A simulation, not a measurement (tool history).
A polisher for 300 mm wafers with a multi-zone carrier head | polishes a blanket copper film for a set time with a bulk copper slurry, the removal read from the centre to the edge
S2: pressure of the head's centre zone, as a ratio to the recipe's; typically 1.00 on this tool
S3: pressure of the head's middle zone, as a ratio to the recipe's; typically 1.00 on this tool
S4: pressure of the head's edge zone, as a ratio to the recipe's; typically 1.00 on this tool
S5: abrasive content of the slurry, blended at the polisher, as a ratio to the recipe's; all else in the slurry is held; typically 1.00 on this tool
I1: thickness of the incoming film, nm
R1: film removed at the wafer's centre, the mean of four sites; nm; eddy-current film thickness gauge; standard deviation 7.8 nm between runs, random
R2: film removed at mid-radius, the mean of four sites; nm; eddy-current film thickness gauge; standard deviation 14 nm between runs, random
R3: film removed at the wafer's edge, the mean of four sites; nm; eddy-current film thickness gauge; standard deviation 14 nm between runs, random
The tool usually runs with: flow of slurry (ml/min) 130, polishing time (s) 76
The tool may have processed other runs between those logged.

{"run": 1, "day": 0.0, "flow of slurry (ml/min)": 130, "S2": 1.0, "S3": 1.0, "S4": 0.94, "S5": 1.0, "polishing time (s)": 96, "I1": 2661.8, "R1": 1163.9, "R2": 1206.9, "R3": 1194.6}
{"run": 2, "day": 0.25, "flow of slurry (ml/min)": 130, "S2": 1.0, "S3": 1.0, "S4": 1.0, "S5": 1.0, "polishing time (s)": 76, "I1": 2683.5, "R1": 922.5, "R2": 939.7, "R3": 968.5}
{"run": 3, "day": 0.642, "flow of slurry (ml/min)": 130, "S2": 1.0, "S3": 1.0, "S4": 1.0, "S5": 1.0, "polishing time (s)": 76, "I1": 2659.2, "R1": 912.7, "R2": 938.6, "R3": 974.5}
{"run": 4, "day": 1.367, "flow of slurry (ml/min)": 130, "S2": 1.0, "S3": 1.0, "S4": 1.0, "S5": 1.0, "polishing time (s)": 76, "I1": 2726.3, "R1": 914.3, "R2": 933.5, "R3": 986.5}
{"day": 1.642, "done": "worn pad replaced by a new one"}
{"run": 5, "day": 1.821, "flow of slurry (ml/min)": 130, "S2": 1.0, "S3": 1.0, "S4": 1.0, "S5": 1.0, "polishing time (s)": 76, "I1": 2744.5, "R1": 915.2, "R2": 942.2, "R3": 962.6}
{"run": 6, "day": 2.333, "flow of slurry (ml/min)": 130, "S2": 1.0, "S3": 1.0, "S4": 0.95, "S5": 1.0, "polishing time (s)": 76, "I1": 2694.0, "R1": 915.3, "R2": 924.7, "R3": 943.8}
{"run": 7, "day": 2.704, "flow of slurry (ml/min)": 130, "S2": 1.0, "S3": 1.0, "S4": 0.95, "S5": 1.0, "polishing time (s)": 76, "I1": 2684.0, "R1": 913.7, "R2": 902.4, "R3": 943.0}
{"run": 8, "day": 3.375, "flow of slurry (ml/min)": 130, "S2": 1.0, "S3": 0.94, "S4": 1.0, "S5": 1.0, "polishing time (s)": 76, "I1": 2727.6, "R1": 913.1, "R2": 886.6, "R3": 964.8}
{"run": 9, "day": 3.767, "flow of slurry (ml/min)": 130, "S2": 1.0, "S3": 1.0, "S4": 1.0, "S5": 1.0, "polishing time (s)": 76, "I1": 2651.0, "R1": 910.1, "R2": 902.3, "R3": 957.2}
{"day": 4.075, "done": "slurry nozzle cleaned"}
{"day": 4.254, "done": "carrier head's membrane replaced by a new one"}
{"run": 10, "day": 4.288, "flow of slurry (ml/min)": 130, "S2": 1.0, "S3": 1.0, "S4": 1.0, "S5": 0.9, "polishing time (s)": 76, "I1": 2656.1, "R1": 1021.7, "R2": 1016.0, "R3": 1013.0}
{"day": 4.567, "done": "centre zone pressure recalibrated"}
{"run": 11, "day": 4.604, "flow of slurry (ml/min)": 130, "S2": 1.0, "S3": 1.0, "S4": 1.0, "S5": 1.0, "polishing time (s)": 76, "I1": 2717.1, "R1": 1056.2, "R2": 1042.8, "R3": 1053.1}
{"run": 12, "day": 5.45, "flow of slurry (ml/min)": 115, "S2": 1.0, "S3": 1.0, "S4": 1.0, "S5": 1.15, "polishing time (s)": 76, "I1": 2673.3, "R1": 1016.0, "R2": 1002.4, "R3": 1016.5}
{"day": 5.646, "done": "worn pad replaced by a new one"}
{"run": 13, "day": 6.092, "flow of slurry (ml/min)": 130, "S2": 1.0, "S3": 1.0, "S4": 1.0, "S5": 1.0, "polishing time (s)": 76, "I1": 2683.2, "R1": 1005.7, "R2": 999.9, "R3": 1027.6}
{"day": 6.392, "done": "edge zone pressure recalibrated"}
{"run": 14, "day": 6.467, "flow of slurry (ml/min)": 130, "S2": 0.89, "S3": 1.0, "S4": 1.0, "S5": 1.0, "polishing time (s)": 76, "I1": 2663.4, "R1": 904.3, "R2": 1010.9, "R3": 1016.8}
{"run": 15, "day": 6.817, "flow of slurry (ml/min)": 130, "S2": 0.88, "S3": 0.94, "S4": 1.0, "S5": 0.75, "polishing time (s)": 76, "I1": 2705.2, "R1": 867.3, "R2": 914.0, "R3": 966.8}
{"run": 16, "day": 7.138, "flow of slurry (ml/min)": 130, "S2": 1.0, "S3": 1.0, "S4": 1.0, "S5": 1.0, "polishing time (s)": 76, "I1": 2655.7, "R1": 1011.8, "R2": 1022.4, "R3": 991.3}
{"run": 17, "day": 7.708, "flow of slurry (ml/min)": 100, "S2": 1.0, "S3": 1.11, "S4": 0.91, "S5": 1.0, "polishing time (s)": 76, "I1": 2695.4, "R1": 928.8, "R2": 1031.9, "R3": 925.8}
{"run": 18, "day": 8.038, "flow of slurry (ml/min)": 130, "S2": 1.0, "S3": 1.0, "S4": 1.0, "S5": 1.25, "polishing time (s)": 76, "I1": 2679.5, "R1": 1031.1, "R2": 1034.4, "R3": 1045.5}
{"day": 8.917, "done": "worn pad replaced by a new one"}
{"run": 19, "day": 8.938, "flow of slurry (ml/min)": 130, "S2": 1.0, "S3": 1.0, "S4": 1.0, "S5": 1.0, "polishing time (s)": 76, "I1": 2688.4, "R1": 982.7, "R2": 973.5, "R3": 991.0}
{"run": 20, "day": 9.425, "flow of slurry (ml/min)": 130, "S2": 0.9, "S3": 0.97, "S4": 1.0, "S5": 1.0, "polishing time (s)": 96, "I1": 2672.5, "R1": 1112.9, "R2": 1213.1, "R3": 1278.3}

Consider 5 possible next runs. They are alternatives, not a sequence: every one starts from the tool as it was left by run 20. What does each give?
{"run": "A", "day": 9.442, "flow of slurry (ml/min)": 130, "S2": 1.0, "S3": 0.96, "S4": 1.0, "S5": 1.0, "polishing time (s)": 76, "I1": 2681.5, "R1": "?", "R2": "?", "R3": "?"}
{"run": "B", "day": 9.442, "flow of slurry (ml/min)": 130, "S2": 1.07, "S3": 0.9, "S4": 0.92, "S5": 1.15, "polishing time (s)": 76, "I1": 2681.5, "R1": "?", "R2": "?", "R3": "?"}
{"run": "C", "day": 9.442, "flow of slurry (ml/min)": 130, "S2": 1.0, "S3": 1.0, "S4": 1.0, "S5": 0.85, "polishing time (s)": 76, "I1": 2681.5, "R1": "?", "R2": "?", "R3": "?"}
{"run": "D", "day": 9.442, "flow of slurry (ml/min)": 130, "S2": 1.0, "S3": 0.91, "S4": 1.0, "S5": 1.0, "polishing time (s)": 76, "I1": 2681.5, "R1": "?", "R2": "?", "R3": "?"}
{"run": "E", "day": 9.442, "flow of slurry (ml/min)": 100, "S2": 1.0, "S3": 1.0, "S4": 1.07, "S5": 1.0, "polishing time (s)": 76, "I1": 2681.5, "R1": "?", "R2": "?", "R3": "?"}

run=A R1=976.9 R2=964.4 R3=997.6
run=B R1=1064.4 R2=935.8 R3=992.8
run=C R1=951.5 R2=971.9 R3=970.9
run=D R1=976.6 R2=922.3 R3=998.3
run=E R1=901.4 R2=931.3 R3=976.8
The same runs, with their run-to-run variation unchanged, on a tool lacking any hidden condition would have given:
run=A R1=1052.1 R2=1028.7 R3=1043.2
run=B R1=1146.3 R2=998.2 R3=1038.1
run=C R1=1024.8 R2=1036.7 R3=1015.2
run=D R1=1051.7 R2=983.8 R3=1043.9
run=E R1=989.0 R2=1008.5 R3=1029.7
